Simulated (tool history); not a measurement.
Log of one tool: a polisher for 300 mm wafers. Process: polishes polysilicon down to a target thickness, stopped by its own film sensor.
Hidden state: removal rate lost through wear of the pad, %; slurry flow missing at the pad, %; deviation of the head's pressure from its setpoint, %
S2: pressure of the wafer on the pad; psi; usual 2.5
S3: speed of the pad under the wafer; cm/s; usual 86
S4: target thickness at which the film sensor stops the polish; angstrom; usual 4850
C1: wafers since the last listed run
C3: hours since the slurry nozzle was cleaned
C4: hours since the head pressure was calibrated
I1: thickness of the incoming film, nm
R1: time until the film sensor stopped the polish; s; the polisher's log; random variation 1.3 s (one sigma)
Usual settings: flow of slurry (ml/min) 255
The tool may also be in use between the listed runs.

{"run": 1, "hour": 0.0, "flow of slurry (ml/min)": 255, "S2": 2.5, "S3": 86, "S4": 4850, "C1": 0, "wafers polished on this pad": 815, "C3": 335.0, "C4": 179.4, "I1": 918.7, "R1": 84.6}
{"run": 2, "hour": 39.2, "flow of slurry (ml/min)": 255, "S2": 2.5, "S3": 86, "S4": 4850, "C1": 249, "wafers polished on this pad": 1064, "C3": 374.2, "C4": 218.6, "I1": 920.4, "R1": 86.9}
{"hour": 73.1, "done": "worn pad replaced by a new one"}
{"run": 3, "hour": 73.6, "flow of slurry (ml/min)": 255, "S2": 2.5, "S3": 86, "S4": 4850, "C1": 193, "wafers polished on this pad": 3, "C3": 408.6, "C4": 253.0, "I1": 918.0, "R1": 76.2}
{"run": 4, "hour": 121.7, "flow of slurry (ml/min)": 255, "S2": 2.5, "S3": 86, "S4": 4850, "C1": 305, "wafers polished on this pad": 308, "C3": 456.7, "C4": 301.1, "I1": 939.0, "R1": 84.1}
{"run": 5, "hour": 140.7, "flow of slurry (ml/min)": 255, "S2": 2.5, "S3": 86, "S4": 4850, "C1": 120, "wafers polished on this pad": 429, "C3": 475.7, "C4": 320.1, "I1": 920.8, "R1": 80.7}
{"run": 6, "hour": 171.2, "flow of slurry (ml/min)": 255, "S2": 2.5, "S3": 86, "S4": 4850, "C1": 193, "wafers polished on this pad": 623, "C3": 506.2, "C4": 350.6, "I1": 910.5, "R1": 79.4}
{"run": 7, "hour": 185.8, "flow of slurry (ml/min)": 255, "S2": 2.5, "S3": 86, "S4": 4850, "C1": 92, "wafers polished on this pad": 715, "C3": 520.8, "C4": 365.2, "I1": 922.2, "R1": 82.1}
{"run": 8, "hour": 211.6, "flow of slurry (ml/min)": 255, "S2": 2.5, "S3": 86, "S4": 4850, "C1": 163, "wafers polished on this pad": 879, "C3": 546.6, "C4": 391.0, "I1": 911.8, "R1": 85.6}
{"run": 9, "hour": 231.5, "flow of slurry (ml/min)": 255, "S2": 2.5, "S3": 86, "S4": 4850, "C1": 126, "wafers polished on this pad": 1006, "C3": 566.5, "C4": 410.9, "I1": 919.7, "R1": 84.6}
{"run": 10, "hour": 254.4, "flow of slurry (ml/min)": 255, "S2": 3.2, "S3": 94, "S4": 4850, "C1": 145, "wafers polished on this pad": 1151, "C3": 589.4, "C4": 433.8, "I1": 908.6, "R1": 63.7}
{"run": 11, "hour": 276.0, "flow of slurry (ml/min)": 310, "S2": 2.5, "S3": 86, "S4": 4850, "C1": 137, "wafers polished on this pad": 1289, "C3": 611.0, "C4": 455.4, "I1": 932.4, "R1": 87.2}
{"run": 12, "hour": 297.9, "flow of slurry (ml/min)": 255, "S2": 2.5, "S3": 86, "S4": 4850, "C1": 139, "wafers polished on this pad": 1428, "C3": 632.9, "C4": 477.3, "I1": 915.2, "R1": 88.0}
{"hour": 306.3, "done": "worn pad replaced by a new one"}
{"hour": 324.4, "done": "head pressure recalibrated"}
{"run": 13, "hour": 325.2, "flow of slurry (ml/min)": 255, "S2": 1.8, "S3": 86, "S4": 4850, "C1": 135, "wafers polished on this pad": 107, "C3": 660.2, "C4": 0.8, "I1": 921.7, "R1": 105.9}
{"hour": 330.0, "done": "slurry nozzle cleaned"}
{"run": 14, "hour": 341.2, "flow of slurry (ml/min)": 255, "S2": 2.5, "S3": 86, "S4": 4850, "C1": 95, "wafers polished on this pad": 202, "C3": 11.2, "C4": 16.8, "I1": 937.5, "R1": 82.2}
{"run": 15, "hour": 364.8, "flow of slurry (ml/min)": 255, "S2": 2.5, "S3": 102, "S4": 4850, "C1": 149, "wafers polished on this pad": 352, "C3": 34.8, "C4": 40.4, "I1": 909.6, "R1": 73.1}
{"run": 16, "hour": 399.8, "flow of slurry (ml/min)": 255, "S2": 3.3, "S3": 110, "S4": 4850, "C1": 222, "wafers polished on this pad": 575, "C3": 69.8, "C4": 75.4, "I1": 931.6, "R1": 56.7}
{"run": 17, "hour": 416.7, "flow of slurry (ml/min)": 255, "S2": 2.5, "S3": 86, "S4": 4850, "C1": 107, "wafers polished on this pad": 682, "C3": 86.7, "C4": 92.3, "I1": 923.9, "R1": 86.5}
{"run": 18, "hour": 449.9, "flow of slurry (ml/min)": 325, "S2": 1.9, "S3": 66, "S4": 3950, "C1": 210, "wafers polished on this pad": 893, "C3": 119.9, "C4": 125.5, "I1": 922.9, "R1": 154.5}

Forecast each of these 3 alternatives for the next run:
{"run": "A", "hour": 450.3, "flow of slurry (ml/min)": 255, "S2": 2.1, "S3": 86, "S4": 4850, "C1": 2, "wafers polished on this pad": 896, "C3": 120.3, "C4": 125.9, "I1": 924.6, "R1": "?"}
{"run": "B", "hour": 450.3, "flow of slurry (ml/min)": 300, "S2": 2.9, "S3": 76, "S4": 4850, "C1": 2, "wafers polished on this pad": 896, "C3": 120.3, "C4": 125.9, "I1": 924.6, "R1": "?"}
{"run": "C", "hour": 450.3, "flow of slurry (ml/min)": 220, "S2": 2.5, "S3": 68, "S4": 4850, "C1": 2, "wafers polished on this pad": 896, "C3": 120.3, "C4": 125.9, "I1": 924.6, "R1": "?"}

run=A R1=101.3
run=B R1=82.8
run=C R1=102.3
Without the tool's hidden state the same runs would have given:
run=A R1=91.6
run=B R1=74.9
run=C R1=92.5

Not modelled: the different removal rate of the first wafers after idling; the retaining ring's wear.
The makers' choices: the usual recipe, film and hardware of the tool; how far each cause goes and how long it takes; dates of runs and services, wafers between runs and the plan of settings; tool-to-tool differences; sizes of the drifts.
